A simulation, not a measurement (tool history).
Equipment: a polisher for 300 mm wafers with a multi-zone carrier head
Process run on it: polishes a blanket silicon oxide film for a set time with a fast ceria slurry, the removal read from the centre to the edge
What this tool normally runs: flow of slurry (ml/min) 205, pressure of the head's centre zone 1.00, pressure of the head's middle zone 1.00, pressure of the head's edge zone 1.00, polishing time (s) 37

run,hour,flow of slurry (ml/min),pressure of the head's centre zone,pressure of the head's middle zone,pressure of the head's edge zone,polishing time (s),wafers since the last listed run,wafers polished on this pad,hours since the slurry nozzle was cleaned,hours since the centre zone pressure was calibrated,hours since the edge zone pressure was calibrated,hours since the carrier head's membrane was replaced,"incoming thickness of the incoming film, nm",film removed at the wafer's centre (nm),film removed at mid-radius (nm),film removed at the wafer's edge (nm)
1,0.0,205,1.00,1.00,1.00,37,0,743,13.5,1305.2,596.7,837.6,3038.0,399.8,395.4,399.2
# hour 7.6: worn pad replaced by a new one
2,23.4,205,1.00,1.00,1.00,37,150,122,36.9,1328.6,620.1,861.0,3024.4,392.9,395.8,390.5
3,38.6,205,1.00,1.00,0.91,31,117,240,52.1,1343.8,635.3,876.2,3034.1,327.7,323.5,309.3
4,53.4,205,1.00,1.00,0.91,31,114,354,66.9,1358.6,650.1,891.0,2981.6,322.9,326.8,308.5
5,75.2,205,1.00,1.00,1.00,37,168,523,88.7,1380.4,671.9,912.8,3057.3,387.2,385.4,388.2
6,99.4,205,1.00,1.00,1.00,37,187,711,112.9,1404.6,696.1,937.0,3001.8,380.7,385.2,382.8
# hour 110.0: worn pad replaced by a new one
7,119.6,205,1.00,1.00,1.00,37,125,74,133.1,1424.8,716.3,957.2,3039.2,379.8,385.5,388.7
# hour 140.7: edge zone pressure recalibrated
# hour 154.7: carrier head's membrane replaced by a new one
8,155.2,205,1.00,1.00,1.00,37,221,295,168.7,1460.4,14.5,0.5,3045.1,382.6,382.3,386.4
9,173.2,205,1.00,1.00,1.00,42,139,435,186.7,1478.4,32.5,18.5,3008.0,441.0,433.7,434.0
10,204.7,205,1.00,0.96,1.08,37,244,679,218.2,1509.9,64.0,50.0,3046.6,382.8,369.6,396.1
# hour 214.4: centre zone pressure recalibrated
# hour 219.2: worn pad replaced by a new one
11,219.7,205,1.00,1.00,1.00,37,69,4,233.2,5.3,79.0,65.0,3052.8,384.8,382.3,384.5
12,234.0,205,0.92,1.00,1.04,31,110,115,247.5,19.6,93.3,79.3,3021.9,300.9,319.7,325.7
# hour 235.5: slurry nozzle cleaned
13,269.2,205,1.00,1.04,1.00,37,264,379,33.7,54.8,128.5,114.5,3061.1,399.4,404.1,397.0
14,300.0,265,0.91,1.00,0.89,37,238,618,64.5,85.6,159.3,145.3,3040.5,368.6,405.6,380.5

Measured minus without-hidden-state, run by run (identical run-to-run variation in each term; gauge scatter may differ):
Unlogged tool condition in this case: removal rate lost through wear of the pad, %; slurry flow missing at the pad, %; deviation of the centre zone's pressure from its setpoint, %; deviation of the edge zone's pressure from its setpoint, %.
run,film removed at the wafer's centre (nm),film removed at mid-radius (nm),film removed at the wafer's edge (nm)
1,-2.8,-2.5,-1.9
2,-6.4,-5.7,-4.2
3,-6.9,-6.1,-4.3
4,-8.3,-7.4,-5.2
5,-12.1,-10.7,-8.0
6,-14.0,-12.6,-9.1
7,-15.4,-13.8,-10.2
8,-17.4,-15.4,-11.3
9,-20.9,-18.2,-13.4
10,-19.2,-16.5,-12.8
11,-19.8,-17.4,-12.7
12,-15.7,-14.8,-10.9
13,-5.7,-5.1,-3.7
14,-7.6,-7.5,-5.2
